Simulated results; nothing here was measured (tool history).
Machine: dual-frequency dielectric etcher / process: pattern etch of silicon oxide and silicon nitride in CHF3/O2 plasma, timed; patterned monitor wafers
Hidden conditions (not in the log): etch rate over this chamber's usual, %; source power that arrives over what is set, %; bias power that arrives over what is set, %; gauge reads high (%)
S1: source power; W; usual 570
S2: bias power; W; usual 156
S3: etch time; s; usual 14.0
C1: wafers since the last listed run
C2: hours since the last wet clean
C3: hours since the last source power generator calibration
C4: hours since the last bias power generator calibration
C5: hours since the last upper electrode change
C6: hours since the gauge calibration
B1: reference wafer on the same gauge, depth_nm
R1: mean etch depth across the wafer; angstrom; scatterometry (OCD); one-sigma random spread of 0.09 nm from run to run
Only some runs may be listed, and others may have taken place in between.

run	hour	S1	S2	S3	C1	C2	C3	C4	C5	C6	B1	R1
1	0.0	570	176	13.0	0	307.8	4406.8	1271.0	3301.5	989.2	17.52	183.5
2	124.7	570	156	14.0	2288	432.5	4531.5	1395.7	3426.2	1113.9	17.51	188.6
# hour 165.0: wet clean of the chamber
3	186.3	570	156	14.0	690	21.3	4593.1	1457.3	3487.8	1175.5	17.51	194.9
4	255.3	570	156	14.0	1266	90.3	4662.1	1526.3	3556.8	1244.5	17.51	194.6
5	305.5	570	156	14.0	921	140.5	4712.3	1576.5	3607.0	1294.7	17.49	192.3
6	353.0	680	156	14.0	871	188.0	4759.8	1624.0	3654.5	1342.2	17.49	201.4
7	415.5	680	156	14.0	1146	250.5	4822.3	1686.5	3717.0	1404.7	17.50	199.8
8	456.1	570	156	14.0	745	291.1	4862.9	1727.1	3757.6	1445.3	17.48	188.7
9	487.3	570	156	14.0	572	322.3	4894.1	1758.3	3788.8	1476.5	17.51	188.6
10	512.3	570	156	14.0	458	347.3	4919.1	1783.3	3813.8	1501.5	17.51	185.4
11	578.1	570	156	14.0	1207	413.1	4984.9	1849.1	3879.6	1567.3	17.47	185.0
# hour 616.4: source power generator calibrated
# hour 629.9: wet clean of the chamber
12	636.3	610	156	14.0	747	6.4	19.9	1907.3	3937.8	1625.5	17.52	202.0
13	678.1	570	156	14.0	767	48.2	61.7	1949.1	3979.6	1667.3	17.48	196.6
# hour 697.6: bias power generator calibrated
14	721.6	620	156	10.5	724	91.7	105.2	24.0	4023.1	1710.8	17.52	149.6
15	792.8	570	156	14.0	1306	162.9	176.4	95.2	4094.3	1782.0	17.49	193.2
# hour 813.3: gauge calibrated
16	833.2	660	185	15.0	741	203.3	216.8	135.6	4134.7	19.9	17.48	227.2
17	892.8	530	194	18.0	1093	262.9	276.4	195.2	4194.3	79.5	17.51	258.8

Forecast run 18:
# hour 948.6: upper electrode replaced
18	960.4	470	119	12.0	800	330.5	344.0	262.8	11.8	147.1	?	?

B1: 17.50
R1: 141.7 angstrom
Had the tool carried no hidden state, the very same run would have given R1 146.4 angstrom.

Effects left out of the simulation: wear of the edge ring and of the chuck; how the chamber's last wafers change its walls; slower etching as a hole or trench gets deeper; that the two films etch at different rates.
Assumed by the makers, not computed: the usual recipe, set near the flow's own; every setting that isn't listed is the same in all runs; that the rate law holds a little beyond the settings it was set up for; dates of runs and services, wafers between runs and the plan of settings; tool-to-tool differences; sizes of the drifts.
